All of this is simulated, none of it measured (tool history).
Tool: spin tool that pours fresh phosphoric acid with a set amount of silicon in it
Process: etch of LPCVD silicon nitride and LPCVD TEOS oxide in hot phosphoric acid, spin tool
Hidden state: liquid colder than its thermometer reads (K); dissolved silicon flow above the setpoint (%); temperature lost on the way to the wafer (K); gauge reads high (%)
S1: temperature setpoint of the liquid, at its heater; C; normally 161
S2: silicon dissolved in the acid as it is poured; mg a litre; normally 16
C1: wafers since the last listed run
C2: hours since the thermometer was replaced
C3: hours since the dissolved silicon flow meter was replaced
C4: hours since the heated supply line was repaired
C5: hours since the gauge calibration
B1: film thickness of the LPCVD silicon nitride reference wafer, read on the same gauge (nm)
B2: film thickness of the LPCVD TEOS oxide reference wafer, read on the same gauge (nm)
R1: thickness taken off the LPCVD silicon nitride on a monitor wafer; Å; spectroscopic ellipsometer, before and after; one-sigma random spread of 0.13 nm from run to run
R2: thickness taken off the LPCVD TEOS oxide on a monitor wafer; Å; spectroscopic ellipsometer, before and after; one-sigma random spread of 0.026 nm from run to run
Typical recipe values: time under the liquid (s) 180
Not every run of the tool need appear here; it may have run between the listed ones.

{"run": 1, "hour": 0.0, "S1": 161, "S2": 16, "time under the liquid (s)": 100, "C1": 0, "C2": 1261.3, "C3": 111.2, "C4": 22.9, "C5": 2916.1, "B1": 70, "B2": 89.997, "R1": 85.7, "R2": 4.47}
{"run": 2, "hour": 82.7, "S1": 161, "S2": 16, "time under the liquid (s)": 100, "C1": 562, "C2": 1344, "C3": 193.9, "C4": 105.6, "C5": 2998.8, "B1": 69.99, "B2": 90.018, "R1": 84.3, "R2": 4.47}
{"run": 3, "hour": 188.0, "S1": 159.5, "S2": 5, "time under the liquid (s)": 265, "C1": 716, "C2": 1449.3, "C3": 299.2, "C4": 210.9, "C5": 3104.1, "B1": 70, "B2": 90.02, "R1": 211.7, "R2": 13.72}
{"run": 4, "hour": 253.4, "S1": 158, "S2": 16, "time under the liquid (s)": 125, "C1": 445, "C2": 1514.7, "C3": 364.6, "C4": 276.3, "C5": 3169.5, "B1": 70.01, "B2": 90.004, "R1": 94.2, "R2": 4.44}
{"hour": 520.1, "done": "gauge calibrated"}
{"run": 5, "hour": 576.6, "S1": 161, "S2": 16, "time under the liquid (s)": 180, "C1": 2200, "C2": 1837.9, "C3": 687.8, "C4": 599.5, "C5": 56.5, "B1": 70.01, "B2": 90.007, "R1": 151.4, "R2": 8.12}
{"run": 6, "hour": 659.2, "S1": 162.5, "S2": 28.5, "time under the liquid (s)": 80, "C1": 562, "C2": 1920.5, "C3": 770.4, "C4": 682.1, "C5": 139.1, "B1": 70.01, "B2": 89.983, "R1": 68.8, "R2": 2.69}
{"run": 7, "hour": 756.4, "S1": 163.5, "S2": 16, "time under the liquid (s)": 70, "C1": 661, "C2": 2017.7, "C3": 867.6, "C4": 779.3, "C5": 236.3, "B1": 70.04, "B2": 89.979, "R1": 63.2, "R2": 3.72}
{"run": 8, "hour": 792.6, "S1": 159.5, "S2": 21, "time under the liquid (s)": 265, "C1": 246, "C2": 2053.9, "C3": 903.8, "C4": 815.5, "C5": 272.5, "B1": 70.02, "B2": 90.03, "R1": 205.6, "R2": 8.65}
{"run": 9, "hour": 892.6, "S1": 161, "S2": 21, "time under the liquid (s)": 180, "C1": 680, "C2": 2153.9, "C3": 1003.8, "C4": 915.5, "C5": 372.5, "B1": 70.02, "B2": 89.999, "R1": 146.6, "R2": 6.58}
{"run": 10, "hour": 949.2, "S1": 158.5, "S2": 6, "time under the liquid (s)": 180, "C1": 385, "C2": 2210.5, "C3": 1060.4, "C4": 972.1, "C5": 429.1, "B1": 70, "B2": 90.015, "R1": 133.8, "R2": 8.02}
{"hour": 950.7, "done": "thermometer replaced"}
{"run": 11, "hour": 1009.8, "S1": 158.5, "S2": 16, "time under the liquid (s)": 265, "C1": 405, "C2": 59.1, "C3": 1121, "C4": 1032.7, "C5": 489.7, "B1": 69.98, "B2": 89.987, "R1": 216.2, "R2": 10.69}
{"run": 12, "hour": 1088.8, "S1": 160, "S2": 27.5, "time under the liquid (s)": 85, "C1": 537, "C2": 138.1, "C3": 1200, "C4": 1111.7, "C5": 568.7, "B1": 69.97, "B2": 90.006, "R1": 72, "R2": 2.95}
{"run": 13, "hour": 1141.4, "S1": 163, "S2": 16, "time under the liquid (s)": 180, "C1": 358, "C2": 190.7, "C3": 1252.6, "C4": 1164.3, "C5": 621.3, "B1": 70, "B2": 89.975, "R1": 170.6, "R2": 10.96}
{"run": 14, "hour": 1223.2, "S1": 161, "S2": 8, "time under the liquid (s)": 180, "C1": 556, "C2": 272.5, "C3": 1334.4, "C4": 1246.1, "C5": 703.1, "B1": 70.03, "B2": 89.991, "R1": 160.4, "R2": 10.87}
{"run": 15, "hour": 1260.4, "S1": 161, "S2": 16, "time under the liquid (s)": 110, "C1": 253, "C2": 309.7, "C3": 1371.6, "C4": 1283.3, "C5": 740.3, "B1": 70.01, "B2": 90.008, "R1": 95.5, "R2": 5.58}
{"run": 16, "hour": 1317.5, "S1": 161, "S2": 16, "time under the liquid (s)": 180, "C1": 388, "C2": 366.8, "C3": 1428.7, "C4": 1340.4, "C5": 797.4, "B1": 69.98, "B2": 89.976, "R1": 159.8, "R2": 9.11}
{"run": 17, "hour": 1423.8, "S1": 161, "S2": 19.5, "time under the liquid (s)": 135, "C1": 723, "C2": 473.1, "C3": 1535, "C4": 1446.7, "C5": 903.7, "B1": 70, "B2": 89.989, "R1": 118, "R2": 6.29}
{"run": 18, "hour": 1506.1, "S1": 159, "S2": 16, "time under the liquid (s)": 180, "C1": 560, "C2": 555.4, "C3": 1617.3, "C4": 1529, "C5": 986, "B1": 70.01, "B2": 90.013, "R1": 146, "R2": 7.64}
{"hour": 1551.4, "done": "heated supply line repaired"}
{"run": 19, "hour": 1596.5, "S1": 162, "S2": 16, "time under the liquid (s)": 180, "C1": 608, "C2": 645.8, "C3": 1707.7, "C4": 45.1, "C5": 1076.4, "B1": 70.01, "B2": 89.99, "R1": 160.6, "R2": 9.2}
{"run": 20, "hour": 1700.8, "S1": 161, "S2": 16, "time under the liquid (s)": 180, "C1": 709, "C2": 750.1, "C3": 1812, "C4": 149.4, "C5": 1180.7, "B1": 70, "B2": 90.025, "R1": 155.9, "R2": 8.62}
{"run": 21, "hour": 1744.5, "S1": 160, "S2": 21, "time under the liquid (s)": 235, "C1": 297, "C2": 793.8, "C3": 1855.7, "C4": 193.1, "C5": 1224.4, "B1": 69.98, "B2": 90.004, "R1": 196.2, "R2": 8.92}
{"run": 22, "hour": 1833.2, "S1": 161, "S2": 16, "time under the liquid (s)": 180, "C1": 603, "C2": 882.5, "C3": 1944.4, "C4": 281.8, "C5": 1313.1, "B1": 70.01, "B2": 90.027, "R1": 155.4, "R2": 8.78}
{"run": 23, "hour": 1921.5, "S1": 161, "S2": 16, "time under the liquid (s)": 180, "C1": 601, "C2": 970.8, "C3": 2032.7, "C4": 370.1, "C5": 1401.4, "B1": 69.98, "B2": 90.052, "R1": 156, "R2": 8.91}

Alternative continuations, all from the tool just after run 23; predict every row:
{"run": "A", "hour": 1922.0, "S1": 161, "S2": 21.5, "time under the liquid (s)": 180, "C1": 3, "C2": 971.3, "C3": 2033.2, "C4": 370.6, "C5": 1401.9, "B1": "?", "B2": "?", "R1": "?", "R2": "?"}
{"run": "B", "hour": 1922.0, "S1": 158, "S2": 16, "time under the liquid (s)": 220, "C1": 3, "C2": 971.3, "C3": 2033.2, "C4": 370.6, "C5": 1401.9, "B1": "?", "B2": "?", "R1": "?", "R2": "?"}
{"run": "C", "hour": 1922.0, "S1": 162, "S2": 8, "time under the liquid (s)": 180, "C1": 3, "C2": 971.3, "C3": 2033.2, "C4": 370.6, "C5": 1401.9, "B1": "?", "B2": "?", "R1": "?", "R2": "?"}

run=A B1=70.02 B2=89.964 R1=156.6 R2=7.32
run=B B1=70.02 B2=89.964 R1=172.9 R2=8.32
run=C B1=70.02 B2=89.964 R1=161.9 R2=11.06
With no hidden state in the tool, these same runs would have given:
run=A R1=163.8 R2=8.08
run=B R1=180.9 R2=9.2
run=C R1=169.3 R2=12.21

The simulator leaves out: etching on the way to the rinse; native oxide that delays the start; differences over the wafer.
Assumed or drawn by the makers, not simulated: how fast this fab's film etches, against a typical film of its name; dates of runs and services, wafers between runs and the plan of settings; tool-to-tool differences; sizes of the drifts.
